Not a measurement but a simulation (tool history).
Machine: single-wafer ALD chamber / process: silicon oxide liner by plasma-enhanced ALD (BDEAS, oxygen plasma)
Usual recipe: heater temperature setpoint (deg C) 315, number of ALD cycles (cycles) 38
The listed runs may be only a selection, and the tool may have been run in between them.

run	hour	heater temperature setpoint (deg C)	number of ALD cycles (cycles)	read-back reference wafer on the same gauge, thickness_nm	mean film thickness on the monitor wafer (Å)
1	0	319	38	3.01	32.84
2	66.6	315	38	3.011	33.05
3	109.4	309	38	3.01	33.36
4	157.8	309	38	3.01	33.4
5	246.8	306	40	3.01	35.39
6	327.3	306	40	3.011	35.31
7	400.6	306	40	3.008	35.12
8	459.5	315	38	3.01	33.16
9	502.8	315	38	3.011	33.06
10	589	315	38	3.01	32.99
11	674.8	315	38	3.01	33
12	767.6	315	38	3.01	32.84
13	870.5	303	43	3.01	37.82
14	944.3	303	43	3.009	38.02
15	1033	315	38	3.009	33.12
16	1122.3	315	38	3.008	33.24
17	1217.8	315	38	3.009	33.1
18	1355.9	315	38	3.012	33.16
19	1393	326	45	3.011	38.74
20	1492.4	320	38	3.01	33.01
21	1585.9	310	33	3.009	28.97
22	1656.6	303	43	3.012	38.61
23	1757.5	329	42	3.01	35.93
24	1801.4	324	32	3.01	27.52
25	1858.4	319	32	3.011	27.79
26	1925.9	315	41	3.01	35.86
27	1990.5	324	38	3.011	32.61
28	2066.7	310	34	3.01	29.58
29	2166.6	300	33	3.01	29.62
30	2272.1	315	38	3.011	33.14
31	2314.8	307	38	3.01	33.54
32	2354.7	315	38	3.011	33.05
33	2395.8	315	38	3.01	33.11
34	2452.6	307	43	3.012	37.87
35	2527.3	322	44	3.01	38.02

Removed from this log: 3 entries logged between the listed runs. Between which two listed runs does each belong, and how does the tool's hidden state at the listed run before it compare with that at the listed run after it?
Runs 11 to 12: thermocouple changed; heater temperature recalibrated (hour 746.8)
  wafer temperature above the value expected at the setpoint (K): -4.44 -> 0.107
  difference, measured minus the result without the unlogged condition, mean film thickness on the monitor wafer (Å): +0.23 -> +0
Runs 17 to 18: gauge calibrated (hour 1283.9)
  wafer temperature above the value expected at the setpoint (K): -4.1 -> -4.65
  difference, measured minus the result without the unlogged condition, mean film thickness on the monitor wafer (Å): +0.21 -> +0.24
Runs 27 to 28: thermocouple changed; heater temperature recalibrated (hour 2007.2)
  wafer temperature above the value expected at the setpoint (K): -5.64 -> -0.588
  difference, measured minus the result without the unlogged condition, mean film thickness on the monitor wafer (Å): +0.28 -> +0.03
